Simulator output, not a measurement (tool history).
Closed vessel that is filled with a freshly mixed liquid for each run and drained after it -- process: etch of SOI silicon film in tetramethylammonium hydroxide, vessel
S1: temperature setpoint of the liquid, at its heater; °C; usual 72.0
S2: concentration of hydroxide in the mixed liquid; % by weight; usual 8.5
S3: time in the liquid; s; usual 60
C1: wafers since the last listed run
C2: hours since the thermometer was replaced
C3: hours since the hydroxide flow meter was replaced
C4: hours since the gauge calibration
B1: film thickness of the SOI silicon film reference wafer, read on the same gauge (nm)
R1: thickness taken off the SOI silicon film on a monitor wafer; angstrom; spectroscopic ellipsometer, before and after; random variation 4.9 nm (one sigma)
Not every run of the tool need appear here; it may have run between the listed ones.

run 1 hour=0.0 | S1=72.0 S2=8.5 S3=60 | C1=0 C2=1324.7 C3=403.1 C4=1323.2 | B1=99.99 | R1=5104.7
-- hour=34.0 gauge calibrated
run 2 hour=89.4 | S1=72.0 S2=8.5 S3=75 | C1=7312 C2=1414.1 C3=492.5 C4=55.4 | B1=99.99 | R1=6380.3
-- hour=157.2 hydroxide flow meter replaced
run 3 hour=182.3 | S1=72.0 S2=8.5 S3=75 | C1=7516 C2=1507.0 C3=25.1 C4=148.3 | B1=100.01 | R1=6354.4
run 4 hour=267.7 | S1=72.0 S2=8.5 S3=75 | C1=6985 C2=1592.4 C3=110.5 C4=233.7 | B1=100.00 | R1=6408.7
run 5 hour=309.8 | S1=76.5 S2=7.5 S3=60 | C1=3443 C2=1634.5 C3=152.6 C4=275.8 | B1=100.00 | R1=6843.4
run 6 hour=409.4 | S1=76.5 S2=7.5 S3=60 | C1=8146 C2=1734.1 C3=252.2 C4=375.4 | B1=99.97 | R1=6925.3
run 7 hour=491.2 | S1=76.5 S2=8.5 S3=60 | C1=6690 C2=1815.9 C3=334.0 C4=457.2 | B1=100.00 | R1=6502.0
run 8 hour=537.1 | S1=72.0 S2=8.5 S3=60 | C1=3754 C2=1861.8 C3=379.9 C4=503.1 | B1=99.99 | R1=5031.5
-- hour=618.2 hydroxide flow meter replaced
run 9 hour=637.9 | S1=72.0 S2=8.5 S3=60 | C1=8162 C2=1962.6 C3=19.7 C4=603.9 | B1=99.98 | R1=5003.9
run 10 hour=745.8 | S1=72.0 S2=7.5 S3=85 | C1=8825 C2=2070.5 C3=127.6 C4=711.8 | B1=100.00 | R1=7391.7
run 11 hour=806.6 | S1=72.0 S2=7.5 S3=85 | C1=4972 C2=2131.3 C3=188.4 C4=772.6 | B1=100.00 | R1=7462.9
run 12 hour=844.2 | S1=72.0 S2=8.5 S3=60 | C1=3075 C2=2168.9 C3=226.0 C4=810.2 | B1=100.00 | R1=4972.7
run 13 hour=889.1 | S1=72.0 S2=8.5 S3=60 | C1=3672 C2=2213.8 C3=270.9 C4=855.1 | B1=100.02 | R1=4988.2
-- hour=1048.4 hydroxide flow meter replaced
run 14 hour=1107.9 | S1=78.5 S2=8.5 S3=50 | C1=17814 C2=2432.6 C3=59.5 C4=1073.9 | B1=99.99 | R1=6078.0
run 15 hour=1149.6 | S1=72.0 S2=8.5 S3=45 | C1=3410 C2=2474.3 C3=101.2 C4=1115.6 | B1=100.00 | R1=3758.2
-- hour=1184.4 thermometer replaced
run 16 hour=1199.0 | S1=72.0 S2=8.5 S3=60 | C1=3958 C2=14.6 C3=150.6 C4=1165.0 | B1=100.00 | R1=5215.5
run 17 hour=1236.9 | S1=79.5 S2=7.0 S3=60 | C1=3099 C2=52.5 C3=188.5 C4=1202.9 | B1=99.99 | R1=8450.4

Forecast run 18:
run 18 hour=1312.1 | S1=78.5 S2=6.5 S3=35 | C1=6150 C2=127.7 C3=263.7 C4=1278.1 | B1=? | R1=?

Run 18 gave B1 100.02, R1 4785.2 angstrom.
The same run, on a tool lacking any hidden state, would have yielded R1 4841.7 angstrom.

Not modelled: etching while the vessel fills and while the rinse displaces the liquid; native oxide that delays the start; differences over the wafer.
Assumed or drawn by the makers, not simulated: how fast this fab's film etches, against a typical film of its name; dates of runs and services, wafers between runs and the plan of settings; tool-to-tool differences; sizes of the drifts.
